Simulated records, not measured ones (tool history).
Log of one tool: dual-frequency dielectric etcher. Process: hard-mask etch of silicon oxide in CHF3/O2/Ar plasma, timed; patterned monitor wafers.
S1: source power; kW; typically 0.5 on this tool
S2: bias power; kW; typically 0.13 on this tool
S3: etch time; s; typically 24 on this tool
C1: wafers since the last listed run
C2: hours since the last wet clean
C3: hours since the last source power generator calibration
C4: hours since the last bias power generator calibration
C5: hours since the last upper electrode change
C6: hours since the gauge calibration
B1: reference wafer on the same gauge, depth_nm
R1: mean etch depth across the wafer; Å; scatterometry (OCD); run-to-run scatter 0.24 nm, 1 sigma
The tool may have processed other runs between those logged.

run   hour    S1     S2    S3    C1     C2      C3      C4      C5     C6     B1     R1
  1      0   0.5   0.13    24     0   63.1  2367.8  3664.5  2555.2  472.1  40.13  409.1
  2   66.2   0.5  0.119  28.5  1105  129.3    2434  3730.7  2621.4  538.3  40.31  475.2
      90.5  -- gauge calibrated
  3    133   0.5  0.119  28.5  1115  196.1  2500.8  3797.5  2688.2   42.5  39.68  460.6
  4  174.8   0.5  0.119  28.5   697  237.9  2542.6  3839.3    2730   84.3  39.62    462
  5  221.6   0.5   0.13    24   781  284.7  2589.4  3886.1  2776.8  131.1  39.59  399.7
  6  272.2  0.46  0.115    24   844  335.3    2640  3936.7  2827.4  181.7  39.64  373.9
  7  334.2  0.46  0.115    24  1035  397.3    2702  3998.7  2889.4  243.7  39.76  376.8
       383  -- source power generator calibrated
  8  404.2  0.46  0.115    24  1101  467.3    21.2  4068.7  2959.4  313.7  39.85    381
     464.1  -- wet clean of the chamber
  9  464.6   0.5   0.13    24   607    0.5    81.6  4129.1  3019.8  374.1  39.98  403.8
     510.2  -- bias power generator calibrated
 10  510.7  0.47  0.106  17.5   702   46.6   127.7     0.5  3065.9  420.2  40.21    273
 11  559.7   0.5   0.13  29.5   818   95.6   176.7    49.5  3114.9  469.2  40.19  500.1
     601.5  -- gauge calibrated
 12    624  0.55   0.13    17  1073  159.9     241   113.8  3179.2   22.5  39.26  295.1
     681.2  -- upper electrode replaced
 13  694.9  0.39  0.142    17   782  230.8   311.9   184.7    13.7   93.4  39.39  255.8
 14  719.4   0.5  0.153    24   409  255.3   336.4   209.2    38.2  117.9  39.35  411.6
 15  848.4   0.5   0.13    24  2153  384.3   465.4   338.2   167.2  246.9   39.4  400.4
 16  910.3  0.47  0.146  27.5  1033  446.2   527.3   400.1   229.1  308.8  39.67  454.9

What if the next run were any one of these 5? Each begins from the tool's condition after run 16:
  A  910.7   0.5   0.13  24   6  446.6  527.7  400.5  229.5  309.2   ?   ?
  B  910.7   0.5   0.13  26   6  446.6  527.7  400.5  229.5  309.2   ?   ?
  C  910.7   0.5  0.155  24   6  446.6  527.7  400.5  229.5  309.2   ?   ?
  D  910.7   0.4   0.13  18   6  446.6  527.7  400.5  229.5  309.2   ?   ?
  E  910.7  0.61   0.13  28   6  446.6  527.7  400.5  229.5  309.2   ?   ?

run    B1     R1
  A  39.6  399.6
  B  39.6  432.9
  C  39.6  418.6
  D  39.6  271.6
  E  39.6    508
Take away the tool's hidden state, keep each run's random variation, and the runs would have read:
run     R1
  A  397.8
  B  430.9
  C  416.7
  D  270.3
  E  505.7

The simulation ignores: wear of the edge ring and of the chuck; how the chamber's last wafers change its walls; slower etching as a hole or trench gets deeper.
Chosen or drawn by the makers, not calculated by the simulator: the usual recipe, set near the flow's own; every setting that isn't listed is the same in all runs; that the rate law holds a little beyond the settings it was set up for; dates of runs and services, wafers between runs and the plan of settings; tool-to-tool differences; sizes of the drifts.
